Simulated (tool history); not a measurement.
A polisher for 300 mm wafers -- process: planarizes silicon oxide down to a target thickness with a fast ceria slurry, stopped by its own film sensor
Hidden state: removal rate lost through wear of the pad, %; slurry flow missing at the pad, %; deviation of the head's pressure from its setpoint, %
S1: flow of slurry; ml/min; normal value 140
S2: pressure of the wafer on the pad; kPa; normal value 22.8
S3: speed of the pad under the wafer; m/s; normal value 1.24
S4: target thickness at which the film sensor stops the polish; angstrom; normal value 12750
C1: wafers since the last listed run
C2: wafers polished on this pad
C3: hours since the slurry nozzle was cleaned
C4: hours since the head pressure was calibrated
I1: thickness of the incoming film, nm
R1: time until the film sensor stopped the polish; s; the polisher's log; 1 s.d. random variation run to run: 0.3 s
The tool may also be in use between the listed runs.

run   hour   S1    S2    S3     S4   C1   C2     C3      C4      I1    R1
  1    0.0  140  22.8  1.24  12750    0  507  408.1   917.4  2235.5  40.0
  2    9.9  140  22.8  1.24  12750  154  662  418.0   927.3  2201.0  39.9
      23.9  -- worn pad replaced by a new one
  3   24.4  140  22.8  1.24  12750  163    8  432.5   941.8  2236.4  38.5
  4   33.7  140  22.8  1.24  12750  144  152  441.8   951.1  2210.7  37.9
  5   51.3  140  22.8  1.24  12750  274  427  459.4   968.7  2254.3  41.3
  6   61.4  140  22.8  1.24  12750  157  584  469.5   978.8  2232.9  40.8
      72.1  -- worn pad replaced by a new one
  7   77.3  140  22.8  1.24  12750  185   80  485.4   994.7  2279.9  40.9
  8   91.1  140  22.8  1.24  12750  214  295  499.2  1008.5  2206.4  39.0
  9  107.3  180  16.5  1.54  11710  252  547  515.4  1024.7  2223.1  41.0
 10  124.9  120  30.3  1.06  12750  274  821  533.0  1042.3  2240.9  46.2
     131.2  -- worn pad replaced by a new one
 11  135.4  140  22.8  1.24  12750  101   65  543.5  1052.8  2250.2  40.6
     146.0  -- head pressure recalibrated
 12  147.0  155  22.8  1.12  12750  149  215  555.1     1.0  2260.3  45.3
     151.6  -- slurry nozzle cleaned
 13  165.0  140  27.6  1.24  12750  264  479   13.4    19.0  2189.6  31.5
     178.1  -- worn pad replaced by a new one
 14  181.4  140  27.6  1.24  12750  193   51   29.8    35.4  2189.3  30.1
 15  192.5  140  15.9  1.64  12750  172  224   40.9    46.5  2253.2  33.7
 16  205.4   95  17.9  1.52  14510  200  425   53.8    59.4  2233.8  31.7
 17  211.8  140  19.3  1.44  14850   99  525   60.2    65.8  2204.8  26.5

Predict each of these 5 candidate next runs independently; none follows another, all start after run 17:
  A  212.2  140  15.9  1.24  12750   6  531  60.6  66.2  2184.0   ?
  B  212.2  110  26.2  1.06  10510   6  531  60.6  66.2  2184.0   ?
  C  212.2  165  22.8  1.24  12750   6  531  60.6  66.2  2184.0   ?
  D  212.2  140  17.9  1.50  12750   6  531  60.6  66.2  2184.0   ?
  E  212.2  185  22.8  1.24  10860   6  531  60.6  66.2  2184.0   ?

run    R1
  A  43.9
  B  50.3
  C  34.4
  D  33.9
  E  40.7
With no hidden state in the tool, these same runs would have given:
run    R1
  A  40.4
  B  46.1
  C  31.8
  D  31.2
  E  37.7
